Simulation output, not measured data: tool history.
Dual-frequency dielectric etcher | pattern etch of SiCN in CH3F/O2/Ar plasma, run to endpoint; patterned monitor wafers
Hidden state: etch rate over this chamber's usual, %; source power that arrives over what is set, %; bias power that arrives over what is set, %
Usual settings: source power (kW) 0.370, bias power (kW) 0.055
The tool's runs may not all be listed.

| run | hour | source power (kW) | bias power (kW) | wafers since the last listed run | hours since the last wet clean | hours since the last source power generator calibration | hours since the last bias power generator calibration | hours since the last upper electrode change | incoming incoming film thickness, nm | endpoint time (s) |
|---|---|---|---|---|---|---|---|---|---|---|
| 1 | 0.0 | 0.370 | 0.055 | 0 | 178.4 | 1560.8 | 2195.1 | 3790.9 | 10.07 | 30.6 |
| 2 | 45.5 | 0.370 | 0.055 | 869 | 223.9 | 1606.3 | 2240.6 | 3836.4 | 10.23 | 31.1 |
| 3 | 73.7 | 0.370 | 0.055 | 538 | 252.1 | 1634.5 | 2268.8 | 3864.6 | 10.09 | 30.8 |
| 4 | 90.0 | 0.370 | 0.055 | 311 | 268.4 | 1650.8 | 2285.1 | 3880.9 | 10.12 | 30.8 |
| 5 | 101.9 | 0.370 | 0.055 | 227 | 280.3 | 1662.7 | 2297.0 | 3892.8 | 10.05 | 30.6 |
| 6 | 109.6 | 0.370 | 0.055 | 147 | 288.0 | 1670.4 | 2304.7 | 3900.5 | 10.07 | 31.0 |
| 7 | 125.2 | 0.370 | 0.055 | 298 | 303.6 | 1686.0 | 2320.3 | 3916.1 | 10.07 | 30.7 |
| 8 | 173.5 | 0.370 | 0.055 | 922 | 351.9 | 1734.3 | 2368.6 | 3964.4 | 10.14 | 30.9 |
| 9 | 183.1 | 0.390 | 0.046 | 183 | 361.5 | 1743.9 | 2378.2 | 3974.0 | 10.04 | 31.4 |
|  | 208.5 | wet clean of the chamber |
| 10 | 209.0 | 0.390 | 0.046 | 36 | 0.5 | 1769.8 | 2404.1 | 3999.9 | 10.02 | 30.4 |
| 11 | 209.4 | 0.390 | 0.046 | 7 | 0.9 | 1770.2 | 2404.5 | 4000.3 | 10.04 | 30.8 |
|  | 226.1 | bias power generator calibrated |
| 12 | 231.7 | 0.430 | 0.055 | 349 | 23.2 | 1792.5 | 5.6 | 4022.6 | 10.13 | 28.8 |
| 13 | 248.8 | 0.430 | 0.055 | 326 | 40.3 | 1809.6 | 22.7 | 4039.7 | 10.16 | 28.9 |
| 14 | 265.7 | 0.370 | 0.062 | 322 | 57.2 | 1826.5 | 39.6 | 4056.6 | 10.06 | 29.6 |
| 15 | 272.3 | 0.370 | 0.062 | 126 | 63.8 | 1833.1 | 46.2 | 4063.2 | 10.14 | 29.7 |
| 16 | 284.4 | 0.370 | 0.062 | 231 | 75.9 | 1845.2 | 58.3 | 4075.3 | 10.14 | 29.9 |
| 17 | 291.5 | 0.370 | 0.055 | 135 | 83.0 | 1852.3 | 65.4 | 4082.4 | 10.04 | 30.4 |
| 18 | 309.4 | 0.370 | 0.055 | 342 | 100.9 | 1870.2 | 83.3 | 4100.3 | 9.96 | 30.3 |
| 19 | 326.4 | 0.420 | 0.055 | 324 | 117.9 | 1887.2 | 100.3 | 4117.3 | 10.11 | 29.1 |
|  | 353.0 | source power generator calibrated |
|  | 356.8 | upper electrode replaced |
| 20 | 357.3 | 0.370 | 0.055 | 440 | 148.8 | 4.3 | 131.2 | 0.5 | 10.03 | 30.4 |
| 21 | 357.6 | 0.290 | 0.055 | 5 | 149.1 | 4.6 | 131.5 | 0.8 | 10.18 | 33.8 |
| 22 | 365.8 | 0.420 | 0.049 | 156 | 157.3 | 12.8 | 139.7 | 9.0 | 10.11 | 29.7 |
| 23 | 373.1 | 0.300 | 0.064 | 139 | 164.6 | 20.1 | 147.0 | 16.3 | 10.13 | 32.6 |

Forecast run 24:
| 24 | 382.6 | 0.420 | 0.055 | 181 | 174.1 | 29.6 | 156.5 | 25.8 | 10.18 | ? |

Run 24 gave endpoint time (s) 29.3.
Without the tool's hidden state the same run would have given endpoint time (s) 29.1.

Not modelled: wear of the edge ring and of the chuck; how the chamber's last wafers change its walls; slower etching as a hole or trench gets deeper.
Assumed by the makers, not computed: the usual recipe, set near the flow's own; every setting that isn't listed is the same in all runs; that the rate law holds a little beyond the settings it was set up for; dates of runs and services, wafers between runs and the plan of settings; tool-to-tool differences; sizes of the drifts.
